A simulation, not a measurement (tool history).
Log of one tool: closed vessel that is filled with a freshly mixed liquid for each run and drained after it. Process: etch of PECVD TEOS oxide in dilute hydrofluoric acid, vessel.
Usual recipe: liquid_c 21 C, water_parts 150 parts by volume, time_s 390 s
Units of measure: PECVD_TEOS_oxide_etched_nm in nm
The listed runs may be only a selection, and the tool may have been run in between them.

run    hour  liquid_c  water_parts  time_s  wafers since the last listed run  hours since the thermometer was replaced  hours since the hydrofluoric acid flow meter was replaced  hours since the gauge calibration  read-back film thickness of the PECVD TEOS oxide reference wafer, read on the same gauge (nm)  PECVD_TEOS_oxide_etched_nm
  1       0        21          150     390                                 0                                    1217.2                                                      263.4                             1145.7                                                                                          70.01                       49.98
  2   107.8        21          150     390                              8654                                      1325                                                      371.2                             1253.5                                                                                             70                       50.04
      162.1  -- thermometer replaced
  3   200.9        21          150     390                              7394                                      38.8                                                      464.3                             1346.6                                                                                          70.01                       49.86
  4   288.6        21          190     320                              7040                                     126.5                                                        552                             1434.3                                                                                             70                       31.28
  5   388.2        21          190     320                              7996                                     226.1                                                      651.6                             1533.9                                                                                          70.02                        31.1
      440.4  -- hydrofluoric acid flow meter replaced
  6   466.2        21          190     320                              6181                                     304.1                                                       25.8                             1611.9                                                                                          69.99                       30.88
  7   534.9        21          150     240                              5515                                     372.8                                                       94.5                             1680.6                                                                                          69.98                       31.17
  8   618.2        21          150     240                              6687                                     456.1                                                      177.8                             1763.9                                                                                          69.99                       30.91
  9   712.3        21          150     240                              7554                                     550.2                                                      271.9                               1858                                                                                          70.03                       30.82
 10   817.4        23          150     565                              8437                                     655.3                                                        377                             1963.1                                                                                          69.96                       79.46
 11     857        21          150     390                              3179                                     694.9                                                      416.6                             2002.7                                                                                          70.02                       49.63
     1082.3  -- hydrofluoric acid flow meter replaced
 12  1140.4        21          150     490                             22671                                     978.3                                                       58.1                             2286.1                                                                                          69.96                       63.16
 13  1212.3        21          150     490                              5772                                    1050.2                                                        130                               2358                                                                                          69.99                        63.1
 14  1285.5        21          150     490                              5876                                    1123.4                                                      203.2                             2431.2                                                                                          70.01                       62.82
 15  1352.6        17          170     185                              5386                                    1190.5                                                      270.3                             2498.3                                                                                          69.99                       17.33
 16  1455.3        21          150     460                              8245                                    1293.2                                                        373                               2601                                                                                          69.96                       58.89
     1457.5  -- thermometer replaced
 17  1537.8        25          185     390                              6543                                      80.3                                                      455.5                             2683.5                                                                                          69.97                       45.43
     1589.4  -- gauge calibrated
 18  1609.4        21          150     390                              5748                                     151.9                                                      527.1                                 20                                                                                          69.99                       50.19
 19  1659.2        21          150     240                              3998                                     201.7                                                      576.9                               69.8                                                                                          69.97                       30.79
 20  1708.8        21          150     235                              3982                                     251.3                                                      626.5                              119.4                                                                                          70.02                       30.28
     1729.9  -- hydrofluoric acid flow meter replaced
 21  1797.2      17.5          150     205                              7016                                     339.7                                                       67.3                              207.8                                                                                          70.03                        23.1
 22  1900.2        21          150     390                              8269                                     442.7                                                      170.3                              310.8                                                                                          70.01                       49.67
 23  1988.8        17          100     565                              7113                                     531.3                                                      258.9                              399.4                                                                                          70.01                       97.17
 24  2091.7        21          150     390                              8261                                     634.2                                                      361.8                              502.3                                                                                          70.03                       49.67
 25  2150.8        21          150     540                              4744                                     693.3                                                      420.9                              561.4                                                                                             70                       69.23
 26  2203.7      22.5           95     390                              4246                                     746.2                                                      473.8                              614.3                                                                                             70                       89.28
 27  2302.2      17.5          195     545                              7907                                     844.7                                                      572.3                              712.8                                                                                          70.02                       45.02
     2362.1  -- hydrofluoric acid flow meter replaced
 28  2387.2        17          100     565                              6743                                     929.7                                                       25.1                              797.8                                                                                          69.97                       96.96

State the hidden condition of the tool at each of the runs:
liquid colder than its thermometer reads (K): 0 across all the runs
hydrofluoric acid flow above the setpoint (%): 0 across all the runs
gauge reads high (%): 0 across all the runs
